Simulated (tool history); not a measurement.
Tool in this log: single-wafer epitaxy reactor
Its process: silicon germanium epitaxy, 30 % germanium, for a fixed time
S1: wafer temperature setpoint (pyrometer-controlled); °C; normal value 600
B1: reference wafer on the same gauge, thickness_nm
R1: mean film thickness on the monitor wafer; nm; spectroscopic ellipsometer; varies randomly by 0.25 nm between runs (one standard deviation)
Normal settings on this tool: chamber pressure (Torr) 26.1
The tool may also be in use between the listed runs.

run 1 hour=0 | S1=600 chamber_pressure_(Torr)=26.1 | B1=65.126 | R1=71.305
run 2 hour=10.9 | S1=600 chamber_pressure_(Torr)=23.3 | B1=65.049 | R1=67.313
run 3 hour=20.8 | S1=600 chamber_pressure_(Torr)=23.3 | B1=65.114 | R1=67.684
run 4 hour=34.9 | S1=600 chamber_pressure_(Torr)=23.3 | B1=65.147 | R1=68.635
run 5 hour=47.9 | S1=600 chamber_pressure_(Torr)=26.1 | B1=65.101 | R1=71.462
run 6 hour=55.5 | S1=600 chamber_pressure_(Torr)=26.1 | B1=65.122 | R1=71.914
run 7 hour=72.1 | S1=600 chamber_pressure_(Torr)=26.1 | B1=65.107 | R1=71.676
run 8 hour=78.4 | S1=594 chamber_pressure_(Torr)=26.1 | B1=65.074 | R1=64.981
run 9 hour=84.7 | S1=594 chamber_pressure_(Torr)=26.1 | B1=65.047 | R1=65.161
-- hour=100 gauge calibrated
-- hour=105.2 capacitance manometer re-zeroed and calibrated
run 10 hour=105.7 | S1=590 chamber_pressure_(Torr)=22.1 | B1=65.067 | R1=57.027
run 11 hour=115.6 | S1=590 chamber_pressure_(Torr)=22.1 | B1=65.111 | R1=56.583
run 12 hour=122.5 | S1=600 chamber_pressure_(Torr)=26.1 | B1=65.079 | R1=71.249
run 13 hour=129.2 | S1=592 chamber_pressure_(Torr)=31.6 | B1=65.089 | R1=68.115
run 14 hour=147 | S1=600 chamber_pressure_(Torr)=26.1 | B1=65.058 | R1=71.967
run 15 hour=155.7 | S1=600 chamber_pressure_(Torr)=26.1 | B1=65.104 | R1=72.029
run 16 hour=170.4 | S1=600 chamber_pressure_(Torr)=26.1 | B1=65.048 | R1=72.214
run 17 hour=180 | S1=600 chamber_pressure_(Torr)=26.1 | B1=65.188 | R1=71.802
-- hour=192 showerhead replaced
run 18 hour=192.8 | S1=592 chamber_pressure_(Torr)=31 | B1=65.073 | R1=68.053
run 19 hour=202.4 | S1=595 chamber_pressure_(Torr)=20.1 | B1=65.097 | R1=59.442
run 20 hour=211.5 | S1=604 chamber_pressure_(Torr)=19.7 | B1=65.064 | R1=68.081
run 21 hour=220.1 | S1=611 chamber_pressure_(Torr)=29.4 | B1=65.13 | R1=89.709
run 22 hour=228.4 | S1=607 chamber_pressure_(Torr)=29 | B1=65.126 | R1=84.035
-- hour=242.7 pyrometer calibrated
run 23 hour=243.2 | S1=600 chamber_pressure_(Torr)=26.1 | B1=65.144 | R1=63.797
run 24 hour=252.9 | S1=607 chamber_pressure_(Torr)=29 | B1=65.068 | R1=74.754
run 25 hour=264 | S1=608 chamber_pressure_(Torr)=30.6 | B1=65.142 | R1=77.904
run 26 hour=271.7 | S1=610 chamber_pressure_(Torr)=23.1 | B1=65.08 | R1=71.248
run 27 hour=287.7 | S1=594 chamber_pressure_(Torr)=29.8 | B1=65.05 | R1=61.555
run 28 hour=298 | S1=586 chamber_pressure_(Torr)=29.6 | B1=65.108 | R1=53.95
run 29 hour=304.3 | S1=613 chamber_pressure_(Torr)=32.4 | B1=65.076 | R1=86.322
run 30 hour=312.1 | S1=600 chamber_pressure_(Torr)=26.1 | B1=65.057 | R1=63.931
run 31 hour=329.4 | S1=608 chamber_pressure_(Torr)=30.1 | B1=65.114 | R1=77.291
run 32 hour=339.7 | S1=608 chamber_pressure_(Torr)=29.9 | B1=65.069 | R1=77.062
run 33 hour=349.5 | S1=600 chamber_pressure_(Torr)=30.9 | B1=65.126 | R1=68.409
run 34 hour=356.9 | S1=594 chamber_pressure_(Torr)=30.2 | B1=65.15 | R1=62.087
run 35 hour=371.4 | S1=587 chamber_pressure_(Torr)=26.1 | B1=65.094 | R1=51.703
run 36 hour=378.6 | S1=588 chamber_pressure_(Torr)=31.2 | B1=65.198 | R1=56.79

List, for all runs, the conditions of the tool that the log does not record:
true pressure above the setpoint (%): 0 on each run
gauge reads high (%): 0 on each run
H1: wafer temperature above the value expected at the setpoint (K)
run=1 H1=5.79
run=2 H1=5.81
run=3 H1=5.84
run=4 H1=5.87
run=5 H1=5.9
run=6 H1=5.91
run=7 H1=5.95
run=8 H1=5.96
run=9 H1=5.98
run=10 H1=6.02
run=11 H1=6.05
run=12 H1=6.06
run=13 H1=6.08
run=14 H1=6.12
run=15 H1=6.14
run=16 H1=6.17
run=17 H1=6.19
run=18 H1=6.22
run=19 H1=6.24
run=20 H1=6.26
run=21 H1=6.28
run=22 H1=6.3
run=23 H1=-1.14
run=24 H1=-1.12
run=25 H1=-1.1
run=26 H1=-1.08
run=27 H1=-1.04
run=28 H1=-1.02
run=29 H1=-1.01
run=30 H1=-0.99
run=31 H1=-0.951
run=32 H1=-0.928
run=33 H1=-0.906
run=34 H1=-0.89
run=35 H1=-0.858
run=36 H1=-0.842
